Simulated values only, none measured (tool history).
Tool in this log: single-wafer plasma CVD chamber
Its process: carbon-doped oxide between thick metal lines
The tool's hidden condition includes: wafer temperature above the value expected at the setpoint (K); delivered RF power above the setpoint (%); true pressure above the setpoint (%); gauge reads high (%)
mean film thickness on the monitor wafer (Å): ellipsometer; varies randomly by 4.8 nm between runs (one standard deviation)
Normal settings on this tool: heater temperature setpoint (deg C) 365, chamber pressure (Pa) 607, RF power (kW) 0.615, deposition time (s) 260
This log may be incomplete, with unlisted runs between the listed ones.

run	hour	heater temperature setpoint (deg C)	chamber pressure (Pa)	RF power (kW)	deposition time (s)	wafers since the last listed run	hours since the last thermocouple change	hours since the last RF generator calibration	hours since the last manometer calibration	hours since the showerhead was replaced	hours since the gauge calibration	read-back reference wafer on the same gauge, thickness_nm	mean film thickness on the monitor wafer (Å)
1	0	365	607	0.615	274	0	1233.2	1212.8	1792.9	2563.3	406.2	1208.374	13308.07
2	69.4	365	607	0.615	274	340	1302.6	1282.2	1862.3	2632.7	475.6	1209.346	13300.8
3	129.1	365	607	0.615	274	292	1362.3	1341.9	1922	2692.4	535.3	1209.46	13305.26
# hour 147.1: gauge calibrated
4	164.2	365	607	0.615	298	172	1397.4	1377	1957.1	2727.5	17.1	1212.841	14443.07
5	234.2	365	607	0.615	260	343	1467.4	1447	2027.1	2797.5	87.1	1211.856	12615.64
6	321.2	365	607	0.615	260	426	1554.4	1534	2114.1	2884.5	174.1	1210.789	12530.53
7	372.4	365	607	0.615	260	251	1605.6	1585.2	2165.3	2935.7	225.3	1210.44	12522.96
8	402.7	359	607	0.65	260	148	1635.9	1615.5	2195.6	2966	255.6	1209.496	13027.9
9	437.8	359	607	0.65	260	172	1671	1650.6	2230.7	3001.1	290.7	1208.279	12984.83
10	485.7	365	513	0.615	260	234	1718.9	1698.5	2278.6	3049	338.6	1211.13	12013.91
# hour 497.4: capacitance manometer re-zeroed and calibrated
# hour 530.4: showerhead replaced
11	550.5	365	607	0.615	260	239	1783.7	1763.3	53.1	20.1	403.4	1208.573	12475.85
12	603.7	359	607	0.65	260	260	1836.9	1816.5	106.3	73.3	456.6	1209.387	12933.15
# hour 628.4: thermocouple changed; heater temperature recalibrated
13	649.8	365	607	0.615	287	186	21.4	1862.6	152.4	119.4	502.7	1210.446	13802.05
14	686.3	358	607	0.615	273	178	57.9	1899.1	188.9	155.9	539.2	1211.951	13255.65
# hour 723.7: RF generator calibrated
# hour 731.8: gauge calibrated
15	738.9	358	675	0.685	260	218	110.5	15.2	241.5	208.5	7.1	1211.123	13918.82
16	807.3	378	607	0.655	260	335	178.9	83.6	309.9	276.9	75.5	1210.528	13005.6
17	835.7	365	519	0.54	260	139	207.3	112	338.3	305.3	103.9	1209.868	11874.92
18	891.9	365	607	0.615	260	275	263.5	168.2	394.5	361.5	160.1	1212.049	12877.78
19	947.4	356	607	0.71	260	272	319	223.7	450	417	215.6	1209.259	13937.3
20	988	356	607	0.535	227	199	359.6	264.3	490.6	457.6	256.2	1210.411	10889

Consider 4 possible next runs. They are alternatives, not a sequence: every one starts from the tool as it was left by run 20. What does each give?
A	988.5	365	607	0.615	260	2	360.1	264.8	491.1	458.1	256.7	?	?
B	988.5	365	607	0.5	260	2	360.1	264.8	491.1	458.1	256.7	?	?
C	988.5	365	607	0.51	260	2	360.1	264.8	491.1	458.1	256.7	?	?
D	988.5	361	607	0.615	223	2	360.1	264.8	491.1	458.1	256.7	?	?

run	read-back reference wafer on the same gauge, thickness_nm	mean film thickness on the monitor wafer (Å)
A	1209.971	12831.44
B	1209.971	11868.74
C	1209.971	11956.62
D	1209.971	11098.43
The same runs, with their run-to-run variation unchanged, on a tool lacking any hidden condition would have given:
run	mean film thickness on the monitor wafer (Å)
A	12908.92
B	11942.71
C	12031.14
D	11165.45
